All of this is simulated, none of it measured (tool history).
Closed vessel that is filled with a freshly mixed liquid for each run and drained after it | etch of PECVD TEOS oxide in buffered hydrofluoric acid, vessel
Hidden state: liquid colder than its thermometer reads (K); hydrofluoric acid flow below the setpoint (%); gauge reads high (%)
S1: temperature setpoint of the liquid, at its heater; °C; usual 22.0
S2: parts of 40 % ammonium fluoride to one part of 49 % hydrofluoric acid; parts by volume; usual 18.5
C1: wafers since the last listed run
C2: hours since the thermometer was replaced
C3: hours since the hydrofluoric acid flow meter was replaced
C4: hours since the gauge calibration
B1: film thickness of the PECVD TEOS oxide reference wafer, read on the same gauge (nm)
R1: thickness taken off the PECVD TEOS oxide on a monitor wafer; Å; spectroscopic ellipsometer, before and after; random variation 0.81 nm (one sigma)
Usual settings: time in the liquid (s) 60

{"run": 1, "hour": 0.0, "S1": 22.0, "S2": 18.5, "time in the liquid (s)": 60, "C1": 0, "C2": 954.9, "C3": 476.8, "C4": 411.6, "B1": 89.93, "R1": 1026.1}
{"run": 2, "hour": 56.0, "S1": 22.0, "S2": 18.5, "time in the liquid (s)": 60, "C1": 4569, "C2": 1010.9, "C3": 532.8, "C4": 467.6, "B1": 89.98, "R1": 999.9}
{"run": 3, "hour": 87.3, "S1": 22.0, "S2": 18.5, "time in the liquid (s)": 60, "C1": 2553, "C2": 1042.2, "C3": 564.1, "C4": 498.9, "B1": 89.99, "R1": 1006.8}
{"run": 4, "hour": 114.9, "S1": 22.0, "S2": 18.5, "time in the liquid (s)": 60, "C1": 2251, "C2": 1069.8, "C3": 591.7, "C4": 526.5, "B1": 90.01, "R1": 1005.2}
{"run": 5, "hour": 135.0, "S1": 22.0, "S2": 18.5, "time in the liquid (s)": 60, "C1": 1639, "C2": 1089.9, "C3": 611.8, "C4": 546.6, "B1": 89.99, "R1": 1001.0}
{"run": 6, "hour": 155.3, "S1": 22.0, "S2": 18.5, "time in the liquid (s)": 60, "C1": 1656, "C2": 1110.2, "C3": 632.1, "C4": 566.9, "B1": 90.01, "R1": 994.0}
{"run": 7, "hour": 169.9, "S1": 22.0, "S2": 18.5, "time in the liquid (s)": 60, "C1": 1191, "C2": 1124.8, "C3": 646.7, "C4": 581.5, "B1": 90.04, "R1": 991.8}
{"run": 8, "hour": 196.4, "S1": 22.0, "S2": 18.5, "time in the liquid (s)": 60, "C1": 2162, "C2": 1151.3, "C3": 673.2, "C4": 608.0, "B1": 90.0, "R1": 993.4}
{"run": 9, "hour": 222.4, "S1": 22.0, "S2": 15.0, "time in the liquid (s)": 60, "C1": 2121, "C2": 1177.3, "C3": 699.2, "C4": 634.0, "B1": 89.98, "R1": 1199.2}
{"hour": 235.1, "done": "gauge calibrated"}
{"hour": 254.2, "done": "hydrofluoric acid flow meter replaced"}
{"run": 10, "hour": 281.4, "S1": 22.0, "S2": 18.5, "time in the liquid (s)": 60, "C1": 4732, "C2": 1236.3, "C3": 27.2, "C4": 46.3, "B1": 89.99, "R1": 1074.6}
{"run": 11, "hour": 304.6, "S1": 22.0, "S2": 18.5, "time in the liquid (s)": 60, "C1": 1892, "C2": 1259.5, "C3": 50.4, "C4": 69.5, "B1": 89.97, "R1": 1062.3}
{"run": 12, "hour": 318.8, "S1": 22.0, "S2": 21.0, "time in the liquid (s)": 30, "C1": 1158, "C2": 1273.7, "C3": 64.6, "C4": 83.7, "B1": 90.02, "R1": 475.7}
{"run": 13, "hour": 345.7, "S1": 22.0, "S2": 21.0, "time in the liquid (s)": 30, "C1": 2194, "C2": 1300.6, "C3": 91.5, "C4": 110.6, "B1": 90.04, "R1": 471.7}
{"run": 14, "hour": 366.5, "S1": 20.5, "S2": 25.5, "time in the liquid (s)": 90, "C1": 1697, "C2": 1321.4, "C3": 112.3, "C4": 131.4, "B1": 90.06, "R1": 1132.5}
{"run": 15, "hour": 400.0, "S1": 26.0, "S2": 21.0, "time in the liquid (s)": 60, "C1": 2733, "C2": 1354.9, "C3": 145.8, "C4": 164.9, "B1": 90.03, "R1": 1173.4}
{"hour": 409.2, "done": "thermometer replaced"}
{"run": 16, "hour": 412.4, "S1": 18.0, "S2": 15.0, "time in the liquid (s)": 60, "C1": 930, "C2": 3.2, "C3": 158.2, "C4": 177.3, "B1": 90.0, "R1": 1118.7}
{"run": 17, "hour": 441.4, "S1": 22.0, "S2": 18.5, "time in the liquid (s)": 60, "C1": 2366, "C2": 32.2, "C3": 187.2, "C4": 206.3, "B1": 90.04, "R1": 1120.9}
{"run": 18, "hour": 460.2, "S1": 22.0, "S2": 15.0, "time in the liquid (s)": 85, "C1": 1533, "C2": 51.0, "C3": 206.0, "C4": 225.1, "B1": 90.03, "R1": 1946.2}
{"run": 19, "hour": 485.5, "S1": 20.0, "S2": 22.5, "time in the liquid (s)": 35, "C1": 2064, "C2": 76.3, "C3": 231.3, "C4": 250.4, "B1": 90.0, "R1": 504.4}
{"run": 20, "hour": 505.4, "S1": 18.5, "S2": 18.5, "time in the liquid (s)": 30, "C1": 1623, "C2": 96.2, "C3": 251.2, "C4": 270.3, "B1": 90.0, "R1": 459.1}
{"run": 21, "hour": 519.5, "S1": 17.5, "S2": 13.5, "time in the liquid (s)": 90, "C1": 1150, "C2": 110.3, "C3": 265.3, "C4": 284.4, "B1": 89.97, "R1": 1756.0}
{"run": 22, "hour": 549.3, "S1": 18.5, "S2": 22.5, "time in the liquid (s)": 85, "C1": 2431, "C2": 140.1, "C3": 295.1, "C4": 314.2, "B1": 90.0, "R1": 1120.8}

3 ways to go on from here, each from the tool as it stands after run 22. What would each give?
{"run": "A", "hour": 550.0, "S1": 22.0, "S2": 18.5, "time in the liquid (s)": 60, "C1": 57, "C2": 140.8, "C3": 295.8, "C4": 314.9, "B1": "?", "R1": "?"}
{"run": "B", "hour": 550.0, "S1": 18.0, "S2": 18.5, "time in the liquid (s)": 60, "C1": 57, "C2": 140.8, "C3": 295.8, "C4": 314.9, "B1": "?", "R1": "?"}
{"run": "C", "hour": 550.0, "S1": 24.0, "S2": 18.5, "time in the liquid (s)": 60, "C1": 57, "C2": 140.8, "C3": 295.8, "C4": 314.9, "B1": "?", "R1": "?"}

run=A B1=89.95 R1=1096.6
run=B B1=89.95 R1=875.5
run=C B1=89.95 R1=1224.6
Without the tool's hidden state the same runs would have given:
run=A R1=1175.4
run=B R1=939.0
run=C R1=1312.2
